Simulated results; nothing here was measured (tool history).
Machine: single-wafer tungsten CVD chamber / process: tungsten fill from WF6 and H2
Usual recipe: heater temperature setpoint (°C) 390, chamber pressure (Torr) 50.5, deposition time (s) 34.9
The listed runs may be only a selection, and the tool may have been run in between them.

| run | hour | heater temperature setpoint (°C) | chamber pressure (Torr) | deposition time (s) | wafers since the last listed run | hours since the last thermocouple change | hours since the last manometer calibration | hours since the showerhead was replaced | hours since the gauge calibration | read-back reference wafer on the same gauge, thickness_nm | mean film thickness on the monitor wafer (Å) |
|---|---|---|---|---|---|---|---|---|---|---|---|
| 1 | 0 | 390 | 50.5 | 30.9 | 0 | 1481.1 | 556.4 | 3645 | 3011.8 | 110.979 | 895.15 |
| 2 | 317.2 | 390 | 50.5 | 34.9 | 8263 | 1798.3 | 873.6 | 3962.2 | 3329 | 110.993 | 1012.9 |
|  | 356.7 | capacitance manometer re-zeroed and calibrated |
| 3 | 393.1 | 390 | 50.5 | 34.9 | 1768 | 1874.2 | 36.4 | 4038.1 | 3404.9 | 110.984 | 1026.99 |
| 4 | 433.4 | 390 | 50.5 | 34.9 | 1049 | 1914.5 | 76.7 | 4078.4 | 3445.2 | 110.983 | 1022.92 |
| 5 | 473.2 | 390 | 50.5 | 34.9 | 1036 | 1954.3 | 116.5 | 4118.2 | 3485 | 110.987 | 1025.36 |
| 6 | 569.2 | 390 | 50.5 | 34.9 | 2501 | 2050.3 | 212.5 | 4214.2 | 3581 | 110.931 | 1020.98 |
|  | 617.8 | gauge calibrated |
| 7 | 629.1 | 390 | 50.5 | 34.9 | 1560 | 2110.2 | 272.4 | 4274.1 | 11.3 | 110.989 | 1021.53 |
| 8 | 665.3 | 390 | 50.5 | 34.9 | 943 | 2146.4 | 308.6 | 4310.3 | 47.5 | 110.982 | 1020.66 |
| 9 | 728.1 | 390 | 50.5 | 34.9 | 1636 | 2209.2 | 371.4 | 4373.1 | 110.3 | 110.962 | 1021.58 |
| 10 | 817 | 400 | 57.5 | 28.9 | 2316 | 2298.1 | 460.3 | 4462 | 199.2 | 110.958 | 1029.45 |
|  | 866.7 | thermocouple changed; heater temperature recalibrated |
| 11 | 867.2 | 377 | 61.8 | 31.6 | 1099 | 0.5 | 510.5 | 4512.2 | 249.4 | 111.05 | 779.51 |
| 12 | 902.1 | 400 | 57.3 | 41.6 | 909 | 35.4 | 545.4 | 4547.1 | 284.3 | 111.026 | 1478.12 |
| 13 | 989.7 | 390 | 50.5 | 34.9 | 2282 | 123 | 633 | 4634.7 | 371.9 | 110.938 | 1015.65 |
| 14 | 1089.3 | 394 | 61 | 34.9 | 2594 | 222.6 | 732.6 | 4734.3 | 471.5 | 110.937 | 1146.42 |
| 15 | 1199.4 | 390 | 38.2 | 34.9 | 2868 | 332.7 | 842.7 | 4844.4 | 581.6 | 110.976 | 938.8 |
| 16 | 1266.4 | 390 | 54.7 | 39.2 | 1745 | 399.7 | 909.7 | 4911.4 | 648.6 | 110.977 | 1166.96 |
| 17 | 1335.6 | 377 | 58.4 | 30.9 | 1802 | 468.9 | 978.9 | 4980.6 | 717.8 | 110.977 | 747.61 |
|  | 1408.4 | showerhead replaced |
|  | 1425 | capacitance manometer re-zeroed and calibrated |
| 18 | 1439.2 | 400 | 58.6 | 32.6 | 2282 | 572.5 | 14.2 | 30.8 | 821.4 | 111.03 | 1174.51 |
| 19 | 1517.4 | 390 | 50.5 | 34.9 | 2037 | 650.7 | 92.4 | 109 | 899.6 | 111.034 | 1023.69 |
| 20 | 1624.5 | 390 | 50.5 | 34.9 | 2790 | 757.8 | 199.5 | 216.1 | 1006.7 | 110.977 | 1020.58 |
| 21 | 1809.7 | 379 | 44.1 | 29.1 | 4824 | 943 | 384.7 | 401.3 | 1191.9 | 111.061 | 675.9 |
| 22 | 1908.7 | 390 | 50.5 | 34.9 | 2579 | 1042 | 483.7 | 500.3 | 1290.9 | 110.97 | 1014.81 |
| 23 | 1979.4 | 380 | 38.6 | 28.7 | 1841 | 1112.7 | 554.4 | 571 | 1361.6 | 110.982 | 650.3 |
| 24 | 2238.3 | 380 | 50.5 | 34.9 | 6745 | 1371.6 | 813.3 | 829.9 | 1620.5 | 111.013 | 855.07 |
|  | 2328.4 | capacitance manometer re-zeroed and calibrated |
| 25 | 2336.9 | 382 | 55.9 | 38.3 | 2360 | 1470.2 | 8.5 | 928.5 | 1719.1 | 111.084 | 1013.54 |
| 26 | 2375.2 | 382 | 55.3 | 30.3 | 997 | 1508.5 | 46.8 | 966.8 | 1757.4 | 110.975 | 789.89 |
| 27 | 2417.1 | 395 | 60.9 | 29.7 | 1091 | 1550.4 | 88.7 | 1008.7 | 1799.3 | 111.011 | 997.69 |
| 28 | 2458.6 | 379 | 50.5 | 29.2 | 1081 | 1591.9 | 130.2 | 1050.2 | 1840.8 | 111.018 | 710.43 |
| 29 | 2556.5 | 397 | 39.3 | 38.2 | 2550 | 1689.8 | 228.1 | 1148.1 | 1938.7 | 110.96 | 1172.68 |
| 30 | 2649 | 405 | 40.5 | 30.9 | 2409 | 1782.3 | 320.6 | 1240.6 | 2031.2 | 111.002 | 1084.36 |
| 31 | 2703.7 | 390 | 62.4 | 34.9 | 1425 | 1837 | 375.3 | 1295.3 | 2085.9 | 110.961 | 1080.29 |
| 32 | 2806.5 | 402 | 45.9 | 38.1 | 2678 | 1939.8 | 478.1 | 1398.1 | 2188.7 | 110.989 | 1318.04 |
| 33 | 2847.5 | 379 | 50.5 | 28.3 | 1068 | 1980.8 | 519.1 | 1439.1 | 2229.7 | 110.972 | 682.88 |

The logged runs with the hidden state left out (each run's random variation unchanged):
The tool's hidden condition here consists of: wafer temperature above the value expected at the setpoint (K); true pressure above the setpoint (%); gauge reads high (%).
| run | mean film thickness on the monitor wafer (Å) |
|---|---|
| 1 | 905.71 |
| 2 | 1026.37 |
| 3 | 1027.61 |
| 4 | 1024.94 |
| 5 | 1028.62 |
| 6 | 1026.66 |
| 7 | 1028.4 |
| 8 | 1028.15 |
| 9 | 1030 |
| 10 | 1038.72 |
| 11 | 786.88 |
| 12 | 1492.5 |
| 13 | 1026.41 |
| 14 | 1158.79 |
| 15 | 949.74 |
| 16 | 1180.22 |
| 17 | 756.22 |
| 18 | 1176.66 |
| 19 | 1028.41 |
| 20 | 1028.17 |
| 21 | 683.06 |
| 22 | 1026.64 |
| 23 | 658.39 |
| 24 | 866.69 |
| 25 | 1014.1 |
| 26 | 791.43 |
| 27 | 1000.99 |
| 28 | 713.71 |
| 29 | 1180.93 |
| 30 | 1093.66 |
| 31 | 1090.11 |
| 32 | 1331.87 |
| 33 | 690.3 |

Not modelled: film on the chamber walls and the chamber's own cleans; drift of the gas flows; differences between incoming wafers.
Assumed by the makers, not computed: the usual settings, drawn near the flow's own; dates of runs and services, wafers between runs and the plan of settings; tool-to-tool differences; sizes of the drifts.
